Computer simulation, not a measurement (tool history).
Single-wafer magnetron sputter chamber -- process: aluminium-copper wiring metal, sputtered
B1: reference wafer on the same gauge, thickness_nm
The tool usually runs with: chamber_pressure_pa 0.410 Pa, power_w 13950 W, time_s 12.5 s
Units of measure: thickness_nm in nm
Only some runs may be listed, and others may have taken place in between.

Run 1, hour 0.0: usual settings but chamber_pressure_pa 0.306 Pa, time_s 13.5 s; B1 307.155. Result: thickness_nm 408.677 nm.
Run 2, hour 36.9: usual settings but chamber_pressure_pa 0.306 Pa, time_s 13.5 s; B1 306.781. Result: thickness_nm 401.937 nm.
Run 3, hour 67.2: usual settings but chamber_pressure_pa 0.306 Pa, time_s 13.5 s; B1 306.893. Result: thickness_nm 404.743 nm.
Run 4, hour 132.0: usual settings but power_w 12600 W; B1 306.975. Result: thickness_nm 316.449 nm.
Run 5, hour 156.6: usual settings but power_w 12600 W; B1 306.791. Result: thickness_nm 314.130 nm.
Run 6, hour 206.8: usual settings; B1 306.470. Result: thickness_nm 345.887 nm.
Run 7, hour 239.6: usual settings; B1 307.015. Result: thickness_nm 344.817 nm.
Run 8, hour 294.3: usual settings; B1 307.375. Result: thickness_nm 341.974 nm.
At hour 328.1: sputter target and shields replaced.
Run 9, hour 355.1: usual settings; B1 306.743. Result: thickness_nm 342.159 nm.
Run 10, hour 415.0: usual settings; B1 306.878. Result: thickness_nm 343.003 nm.
Run 11, hour 476.1: usual settings; B1 306.718. Result: thickness_nm 343.959 nm.
Run 12, hour 522.5: usual settings; B1 306.933. Result: thickness_nm 341.990 nm.
Run 13, hour 567.7: usual settings; B1 306.980. Result: thickness_nm 343.880 nm.
Run 14, hour 615.0: usual settings but power_w 12950 W; B1 306.739. Result: thickness_nm 324.515 nm.
Run 15, hour 669.4: usual settings; B1 306.799. Result: thickness_nm 345.581 nm.
At hour 679.6: sputter target and shields replaced.
At hour 679.7: gauge calibrated.
Run 16, hour 732.0: usual settings; B1 306.763. Result: thickness_nm 344.116 nm.
Run 17, hour 762.7: usual settings but chamber_pressure_pa 0.329 Pa; B1 307.102. Result: thickness_nm 372.866 nm.
At hour 864.4: magnet pack replaced.
Run 18, hour 864.9: usual settings but chamber_pressure_pa 0.342 Pa, power_w 14950 W, time_s 14.7 s; B1 307.014. Result: thickness_nm 458.035 nm.
Run 19, hour 882.4: usual settings but chamber_pressure_pa 0.253 Pa, power_w 10550 W, time_s 14.1 s; B1 307.308. Result: thickness_nm 357.543 nm.
Run 20, hour 924.9: usual settings but chamber_pressure_pa 0.258 Pa, time_s 14.9 s; B1 306.702. Result: thickness_nm 469.750 nm.
Run 21, hour 986.6: usual settings but chamber_pressure_pa 0.516 Pa, power_w 12450 W; B1 306.625. Result: thickness_nm 295.928 nm.
At hour 1110.8: sputter target and shields replaced.
Run 22, hour 1115.8: usual settings but chamber_pressure_pa 0.516 Pa, power_w 12450 W; B1 306.922. Result: thickness_nm 294.500 nm.
Run 23, hour 1185.1: usual settings but chamber_pressure_pa 0.487 Pa, time_s 11.9 s; B1 307.058. Result: thickness_nm 318.433 nm.
At hour 1210.4: capacitance manometer re-zeroed and calibrated.
Run 24, hour 1219.5: usual settings but chamber_pressure_pa 0.460 Pa, time_s 13.4 s; B1 306.697. Result: thickness_nm 379.426 nm.
Run 25, hour 1248.1: usual settings but power_w 11100 W, time_s 10.5 s; B1 306.762. Result: thickness_nm 256.948 nm.
Run 26, hour 1274.5: usual settings but chamber_pressure_pa 0.509 Pa, power_w 16900 W, time_s 11.1 s; B1 307.331. Result: thickness_nm 361.966 nm.
Run 27, hour 1360.8: usual settings but chamber_pressure_pa 0.516 Pa, power_w 12450 W; B1 306.916. Result: thickness_nm 313.911 nm.
Run 28, hour 1418.7: usual settings but chamber_pressure_pa 0.533 Pa, time_s 10.2 s; B1 307.091. Result: thickness_nm 277.127 nm.
Run 29, hour 1443.9: usual settings; B1 307.008. Result: thickness_nm 366.576 nm.
Run 30, hour 1468.0: usual settings; B1 307.227. Result: thickness_nm 366.980 nm.
Run 31, hour 1500.1: usual settings but chamber_pressure_pa 0.476 Pa, power_w 11850 W; B1 307.267. Result: thickness_nm 308.550 nm.
At hour 1508.1: sputter target and shields replaced.
At hour 1562.7: capacitance manometer re-zeroed and calibrated, repeated, since the last time left the tool worse.
Run 32, hour 1563.2: usual settings but chamber_pressure_pa 0.518 Pa; B1 307.077. Result: thickness_nm 314.113 nm.
Run 33, hour 1584.2: usual settings but chamber_pressure_pa 0.335 Pa, time_s 10.1 s; B1 307.482. Result: thickness_nm 296.612 nm.
Run 34, hour 1774.6: usual settings but chamber_pressure_pa 0.310 Pa, power_w 15250 W, time_s 14.5 s; B1 307.003. Result: thickness_nm 467.007 nm.
Run 35, hour 1801.8: usual settings but time_s 11.3 s; B1 306.743. Result: thickness_nm 311.671 nm.

Exercise: give the hidden state of the tool at every run:
deposition rate above that of a new target (%): 0, the same for each run
gauge reads high (%): 0, the same for each run
H1: true argon pressure above the setpoint (%)
run      H1
  1    1.11
  2    1.07
  3    1.02
  4   0.874
  5   0.808
  6   0.651
  7   0.534
  8   0.311
  9  0.0243
 10  -0.299
 11  -0.669
 12  -0.979
 13    -1.3
 14   -1.67
 15   -2.12
 16   -2.68
 17   -2.97
 18   -4.01
 19    -4.2
 20   -4.67
 21    -5.4
 22   -7.06
 23   -8.03
 24   -17.8
 25   -17.8
 26   -17.8
 27   -17.9
 28     -18
 29   -18.1
 30   -18.2
 31   -18.3
 32  -0.995
 33  -0.997
 34   -1.25
 35   -1.31
